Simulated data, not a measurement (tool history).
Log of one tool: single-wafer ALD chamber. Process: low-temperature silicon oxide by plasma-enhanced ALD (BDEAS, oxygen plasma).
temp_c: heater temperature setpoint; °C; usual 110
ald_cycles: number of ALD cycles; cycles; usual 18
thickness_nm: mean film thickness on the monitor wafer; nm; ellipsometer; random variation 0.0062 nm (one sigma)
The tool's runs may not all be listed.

run    hour  temp_c  ald_cycles  wafers since the last listed run  hours since the last thermocouple change  hours since the gauge calibration  read-back reference wafer on the same gauge, thickness_nm  thickness_nm
  1       0     110          18                                 0                                    1123.2                              586.6                                                      2.258         2.486
  2    88.9     110          18                              1028                                    1212.1                              675.5                                                      2.253         2.467
  3   140.8     110          18                               600                                      1264                              727.4                                                      2.249         2.479
  4     178     110          18                               430                                    1301.2                              764.6                                                      2.246         2.473
  5   256.8     110          18                               912                                      1380                              843.4                                                      2.243         2.455
  6   364.7     110          18                              1248                                    1487.9                              951.3                                                      2.233         2.462
  7   438.1     101          21                               849                                    1561.3                             1024.7                                                      2.227         2.895
      458.5  -- gauge calibrated
  8   507.9     101          21                               807                                    1631.1                               49.4                                                      2.272         2.955
  9   574.2     118          21                               767                                    1697.4                              115.7                                                      2.273         2.875
 10   678.2      99          16                              1203                                    1801.4                              219.7                                                      2.269         2.261
 11   747.2     120          16                               798                                    1870.4                              288.7                                                      2.269         2.176
 12     799     110          18                               599                                    1922.2                              340.5                                                      2.264         2.502
      901.2  -- thermocouple changed; heater temperature recalibrated
 13   901.7     115          19                              1096                                       0.5                              443.2                                                      2.264         2.602
 14   997.6     121          15                              1109                                      96.4                              539.1                                                      2.257         2.035
 15  1040.3      96          15                               494                                     139.1                              581.8                                                      2.257         2.127
 16  1182.5     101          18                              1645                                     281.3                                724                                                      2.249         2.508
 17  1265.1     110          16                               955                                     363.9                              806.6                                                      2.243         2.196
     1270.1  -- gauge calibrated
 18  1338.1     110          18                               844                                     436.9                                 68                                                      2.267         2.509
 19  1387.4      99          15                               570                                     486.2                              117.3                                                      2.268         2.112

Forecast each of these 4 alternatives for the next run:
  A  1387.8     110          18                                 4                                     486.6                              117.7                                                          ?             ?
  B  1387.8     106          19                                 4                                     486.6                              117.7                                                          ?             ?
  C  1387.8     105          15                                 4                                     486.6                              117.7                                                          ?             ?
  D  1387.8     101          15                                 4                                     486.6                              117.7                                                          ?             ?

run  read-back reference wafer on the same gauge, thickness_nm  thickness_nm
  A                                                      2.268         2.502
  B                                                      2.268         2.659
  C                                                      2.268         2.103
  D                                                      2.268         2.117
Without the tool's hidden state the same runs would have given:
run  thickness_nm
  A         2.505
  B         2.662
  C         2.105
  D          2.12

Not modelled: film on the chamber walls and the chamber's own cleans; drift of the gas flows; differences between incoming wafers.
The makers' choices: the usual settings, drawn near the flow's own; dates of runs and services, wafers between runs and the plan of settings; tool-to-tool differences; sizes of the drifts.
